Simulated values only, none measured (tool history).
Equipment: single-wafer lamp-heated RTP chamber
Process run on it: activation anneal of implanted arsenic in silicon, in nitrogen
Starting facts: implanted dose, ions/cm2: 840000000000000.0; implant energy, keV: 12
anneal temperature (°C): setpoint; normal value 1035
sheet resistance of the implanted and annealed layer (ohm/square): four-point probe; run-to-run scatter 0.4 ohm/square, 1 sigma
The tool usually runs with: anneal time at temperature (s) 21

| run | day | anneal temperature (°C) | anneal time at temperature (s) | wafers since the last listed run | wafers since the last pyrometer calibration | wafers since the reflector plate was cleaned | hours since the gauge calibration | read-back reference wafer on the same gauge, sheet resistance | sheet resistance of the implanted and annealed layer (ohm/square) |
|---|---|---|---|---|---|---|---|---|---|
| 1 | 0.000 | 1028 | 21 | 0 | 5276 | 2216 | 143.0 | 154.02 | 135.83 |
| 2 | 0.271 | 1035 | 21 | 89 | 5366 | 2306 | 149.5 | 153.94 | 133.91 |
| 3 | 0.604 | 1035 | 21 | 110 | 5477 | 2417 | 157.5 | 153.97 | 133.77 |
| 4 | 1.192 | 1035 | 17 | 195 | 5672 | 2612 | 171.6 | 153.95 | 136.58 |
| 5 | 1.771 | 1035 | 17 | 192 | 5864 | 2804 | 185.5 | 153.82 | 136.31 |
| 6 | 2.188 | 1035 | 21 | 138 | 6003 | 2943 | 195.5 | 154.07 | 133.48 |
|  | 3.550 | pyrometer window cleaned and pyrometer calibrated |
| 7 | 4.033 | 1035 | 21 | 502 | 160 | 3445 | 239.8 | 154.01 | 136.49 |
|  | 4.050 | gauge calibrated |
| 8 | 4.542 | 1057 | 25 | 168 | 329 | 3614 | 11.8 | 154.17 | 127.09 |
|  | 5.288 | reflector plate cleaned |
| 9 | 5.308 | 1057 | 25 | 143 | 473 | 6 | 30.2 | 154.04 | 127.05 |
| 10 | 5.617 | 1035 | 27 | 102 | 575 | 108 | 37.6 | 153.96 | 132.22 |
| 11 | 6.158 | 1010 | 9 | 179 | 755 | 288 | 50.6 | 154.09 | 159.69 |
| 12 | 6.554 | 1035 | 21 | 131 | 887 | 420 | 60.1 | 154.02 | 136.09 |
| 13 | 6.942 | 1035 | 21 | 128 | 1015 | 548 | 69.4 | 154.06 | 135.94 |
| 14 | 7.196 | 1056 | 13 | 84 | 1100 | 633 | 75.5 | 154.03 | 135.76 |
| 15 | 7.808 | 1007 | 31 | 203 | 1303 | 836 | 90.2 | 153.98 | 141.13 |

Hidden state, per run?
wafer temperature error from the tarnished reflector plate, K: 0 across all the runs
gauge reads high (%): 0 across all the runs
H1: true wafer temperature minus pyrometer reading, K
| run | H1 |
|---|---|
| 1 | 7.4 |
| 2 | 7.61 |
| 3 | 7.87 |
| 4 | 8.34 |
| 5 | 8.83 |
| 6 | 9.18 |
| 7 | 0.411 |
| 8 | 0.428 |
| 9 | 0.478 |
| 10 | 0.506 |
| 11 | 0.565 |
| 12 | 0.618 |
| 13 | 0.676 |
| 14 | 0.718 |
| 15 | 0.832 |
